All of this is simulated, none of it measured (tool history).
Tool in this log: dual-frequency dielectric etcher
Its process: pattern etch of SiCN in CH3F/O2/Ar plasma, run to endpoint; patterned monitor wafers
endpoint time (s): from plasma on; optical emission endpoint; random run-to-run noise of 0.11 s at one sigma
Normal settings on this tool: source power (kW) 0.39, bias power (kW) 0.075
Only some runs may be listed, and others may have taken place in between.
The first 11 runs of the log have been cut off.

run	hour	source power (kW)	bias power (kW)	incoming incoming film thickness, nm	endpoint time (s)
12	278.3	0.31	0.075	13.7	40.6
13	309.5	0.42	0.061	13.67	38.6
14	328.4	0.39	0.075	13.52	36.5
15	346.7	0.39	0.075	13.76	37.1
16	361.6	0.39	0.075	13.62	36.5
17	387.4	0.3	0.093	13.73	37.8
18	404.2	0.39	0.075	13.68	36.8
19	417.4	0.36	0.062	13.79	40.8
20	443.7	0.47	0.065	13.66	35.5
# hour 468.3: source power generator calibrated
21	470.8	0.39	0.075	13.69	36.4
# hour 512.4: upper electrode replaced
22	512.9	0.35	0.063	13.6	40.1
23	524.5	0.48	0.06	13.66	35.8
# hour 542.6: bias power generator calibrated
# hour 553: wet clean of the chamber
24	554.3	0.46	0.081	13.85	34.1
25	572.7	0.34	0.09	13.69	36.9
26	592.9	0.48	0.09	13.87	32.3
27	607.1	0.33	0.07	13.71	41.1
28	639	0.33	0.075	13.89	40.5
29	674.3	0.35	0.085	13.67	36.8

What will run 30 give?
30	700.7	0.39	0.075	13.64	?

endpoint time (s): 37
With the hidden condition absent and the run-to-run variation left alone, this run would have shown endpoint time (s) 37.5.

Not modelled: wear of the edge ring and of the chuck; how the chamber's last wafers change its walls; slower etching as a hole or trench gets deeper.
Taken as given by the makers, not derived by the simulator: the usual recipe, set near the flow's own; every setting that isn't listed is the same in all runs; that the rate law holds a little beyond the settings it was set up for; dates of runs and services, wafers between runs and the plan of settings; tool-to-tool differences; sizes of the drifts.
